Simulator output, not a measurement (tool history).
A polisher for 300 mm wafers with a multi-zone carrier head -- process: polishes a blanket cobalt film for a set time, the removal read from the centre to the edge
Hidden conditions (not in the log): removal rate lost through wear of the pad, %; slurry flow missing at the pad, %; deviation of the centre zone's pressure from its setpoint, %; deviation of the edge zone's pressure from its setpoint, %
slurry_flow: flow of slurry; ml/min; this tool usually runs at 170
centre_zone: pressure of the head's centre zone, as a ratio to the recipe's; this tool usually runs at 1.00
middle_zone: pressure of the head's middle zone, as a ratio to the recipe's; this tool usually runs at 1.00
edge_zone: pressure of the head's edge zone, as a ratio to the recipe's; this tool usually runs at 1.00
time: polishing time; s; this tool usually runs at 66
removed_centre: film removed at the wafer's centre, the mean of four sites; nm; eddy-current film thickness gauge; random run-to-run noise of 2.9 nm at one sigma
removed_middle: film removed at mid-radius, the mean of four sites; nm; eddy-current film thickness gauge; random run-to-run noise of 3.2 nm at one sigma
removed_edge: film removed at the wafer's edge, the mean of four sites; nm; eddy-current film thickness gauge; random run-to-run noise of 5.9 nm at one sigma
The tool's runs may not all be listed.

run	hour	slurry_flow	centre_zone	middle_zone	edge_zone	time	wafers since the last listed run	wafers polished on this pad	hours since the slurry nozzle was cleaned	hours since the centre zone pressure was calibrated	hours since the edge zone pressure was calibrated	hours since the carrier head's membrane was replaced	incoming thickness of the incoming film, nm	removed_centre	removed_middle	removed_edge
1	0.0	170	1.00	1.00	1.00	66	0	998	79.5	69.0	111.6	104.4	1477.7	422.0	421.5	422.7
2	11.4	140	1.00	1.00	1.00	89	108	1106	90.9	80.4	123.0	115.8	1540.8	533.1	541.8	547.7
# hour 25.8: worn pad replaced by a new one
3	29.2	170	1.00	1.00	1.07	66	130	32	108.7	98.2	140.8	133.6	1511.1	421.0	419.9	431.8
4	45.6	210	1.07	1.00	1.00	58	155	188	125.1	114.6	157.2	150.0	1493.2	413.3	385.4	380.3
5	56.5	170	1.00	1.00	1.00	66	103	291	136.0	125.5	168.1	160.9	1527.3	410.4	418.0	433.9
6	64.2	210	1.00	1.00	1.00	66	73	364	143.7	133.2	175.8	168.6	1506.8	432.4	438.0	438.9
7	74.3	215	1.00	1.00	1.00	81	95	460	153.8	143.3	185.9	178.7	1510.6	536.3	534.7	529.7
8	86.6	170	1.00	1.11	1.00	89	116	577	166.1	155.6	198.2	191.0	1506.4	560.3	611.5	565.5
9	102.1	135	0.91	0.96	0.93	66	147	724	181.6	171.1	213.7	206.5	1505.3	349.6	374.1	391.8
10	113.8	230	1.03	1.00	1.00	59	111	835	193.3	182.8	225.4	218.2	1496.7	406.9	391.6	382.1
11	130.1	170	0.97	0.93	0.94	66	154	990	209.6	199.1	241.7	234.5	1512.6	399.8	389.1	407.9
12	138.0	170	1.09	1.00	1.00	66	74	1065	217.5	207.0	249.6	242.4	1515.0	448.6	411.8	420.3
13	150.0	170	1.07	1.09	1.00	66	113	1179	229.5	219.0	261.6	254.4	1532.2	440.9	446.5	406.0
14	163.8	170	1.00	1.00	1.00	56	130	1310	243.3	232.8	275.4	268.2	1510.8	353.3	350.9	357.0
15	171.4	170	1.00	1.00	1.00	66	72	1382	250.9	240.4	283.0	275.8	1482.9	412.9	408.7	425.9
# hour 192.5: worn pad replaced by a new one
# hour 200.8: slurry nozzle cleaned
16	211.4	225	1.00	1.00	1.00	66	332	169	10.6	280.4	323.0	315.8	1511.8	458.2	449.6	434.3
17	239.5	170	1.00	1.06	1.04	66	266	436	38.7	308.5	351.1	343.9	1538.7	428.1	450.2	443.3
18	248.9	170	1.00	1.00	0.89	66	89	525	48.1	317.9	360.5	353.3	1478.2	421.3	427.7	401.6
19	265.7	220	1.00	1.00	1.00	66	159	685	64.9	334.7	377.3	370.1	1525.0	443.7	440.1	439.2
20	273.8	170	1.00	1.00	1.00	66	76	762	73.0	342.8	385.4	378.2	1507.9	419.1	422.2	421.4

Forecast run 21:
21	282.7	170	1.00	1.00	1.00	66	84	846	81.9	351.7	394.3	387.1	1479.5	?	?	?

{"run 21": {"removed_centre": 414.6, "removed_middle": 424.6, "removed_edge": 422.3}}
If the tool had no hidden condition, the same run with the same run-to-run variation would have returned removed_centre 432.7 nm, removed_middle 441.0 nm, removed_edge 434.0 nm.
